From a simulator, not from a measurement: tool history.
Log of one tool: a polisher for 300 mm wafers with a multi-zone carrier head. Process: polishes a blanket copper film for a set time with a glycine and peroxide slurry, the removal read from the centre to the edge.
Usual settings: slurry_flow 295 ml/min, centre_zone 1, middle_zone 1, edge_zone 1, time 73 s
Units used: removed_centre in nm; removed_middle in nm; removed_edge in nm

run   hour  slurry_flow  centre_zone  middle_zone  edge_zone  time  wafers since the last listed run  wafers polished on this pad  hours since the slurry nozzle was cleaned  hours since the centre zone pressure was calibrated  hours since the edge zone pressure was calibrated  hours since the carrier head's membrane was replaced  incoming thickness of the incoming film, nm  removed_centre  removed_middle  removed_edge
  1      0          295            1            1          1    73                                 0                          330                                      459.2                                                935.9                                              671.6                                                 995.3                                       1938.5           308.9           310.6         300.7
  2   16.4          295            1            1          1    73                                83                          413                                      475.6                                                952.3                                                688                                                1011.7                                       1938.2           309.7             302         312.3
  3   32.9          295            1            1          1    73                                83                          497                                      492.1                                                968.8                                              704.5                                                1028.2                                         1933           304.8           306.6         301.4
  4   47.9          295            1            1          1    73                                76                          573                                      507.1                                                983.8                                              719.5                                                1043.2                                       1947.9           300.2           302.4         305.7
      60.3  -- worn pad replaced by a new one
  5     92          295            1            1          1    73                               203                          160                                      551.2                                               1027.9                                              763.6                                                1087.3                                       1939.7           277.1           282.4         279.5
     102.8  -- worn pad replaced by a new one, repeated, since the last time left the tool worse
  6  103.5          295            1            1       0.92    73                                38                            3                                      562.7                                               1039.4                                              775.1                                                1098.8                                       1926.9           320.3           319.6           302
  7  111.7          295            1            1       0.92    73                                41                           45                                      570.9                                               1047.6                                              783.3                                                  1107                                       1940.8           312.7           323.4           301
  8  124.6          295            1            1       1.07    73                                65                          110                                      583.8                                               1060.5                                              796.2                                                1119.9                                       1947.4           317.3           314.7         318.7
     127.8  -- centre zone pressure recalibrated
     160.5  -- edge zone pressure recalibrated
  9  163.9          295            1            1       1.07    73                               179                          289                                      623.1                                                 36.1                                                3.4                                                1159.2                                       1959.9           308.9           310.2           307
 10  176.5          295            1            1          1    73                                63                          353                                      635.7                                                 48.7                                                 16                                                1171.8                                       1944.6           311.6           312.9         305.4
 11  184.4          295            1            1          1    73                                40                          393                                      643.6                                                 56.6                                               23.9                                                1179.7                                       1964.5           312.4           314.5         306.9
       190  -- carrier head's membrane replaced by a new one
 12    198          295            1         1.09          1    94                                43                          437                                      657.2                                                 70.2                                               37.5                                                     8                                       1974.6           391.1           430.1         394.8
 13  209.6          370            1            1       0.88    73                                58                          496                                      668.8                                                 81.8                                               49.1                                                  19.6                                       1971.6           305.9           314.9         290.9
     217.2  -- slurry nozzle cleaned
 14    225          295            1            1          1    73                                73                          569                                        7.8                                                 97.2                                               64.5                                                    35                                       1921.1           302.6           304.8         293.8
 15  239.2          295            1            1       0.96    73                                72                          641                                         22                                                111.4                                               78.7                                                  49.2                                       1960.7           302.6           303.9         285.9
     251.3  -- worn pad replaced by a new one
 16  256.1          195            1            1       0.95    73                                65                           24                                       38.9                                                128.3                                               95.6                                                  66.1                                       1938.7           302.3           311.8         298.4
 17  266.2          390         1.07            1       1.03    96                                51                           75                                         49                                                138.4                                              105.7                                                  76.2                                       1958.5             455           415.1         415.9
 18    274          195         0.95            1       1.04    73                                39                          115                                       56.8                                                146.2                                              113.5                                                    84                                       1966.2           284.5           309.7         303.3

Some steps in removed_centre, run to run, broken into two amounts with sign: the step expected even without the hidden condition (settings, incoming material, random variation), and the rest, left for the hidden condition together with whatever gauge scatter is not in both the measured and the hidden-condition-free result:
The hidden state here: removal rate lost through wear of the pad, %; slurry flow missing at the pad, %; deviation of the centre zone's pressure from its setpoint, %; deviation of the edge zone's pressure from its setpoint, %.
Run 5 -> 6: edge_zone 1 -> 0.92, worn pad replaced by a new one, repeated, since the last time left the tool worse. removed_centre +43.2 nm: hidden state +42.1, all else +1.1.
Run 17 -> 18: slurry_flow 390 -> 195, centre_zone 1.07 -> 0.95, edge_zone 1.03 -> 1.04, time 96 -> 73. removed_centre -170.5 nm: hidden state +1.6, all else -172.1.
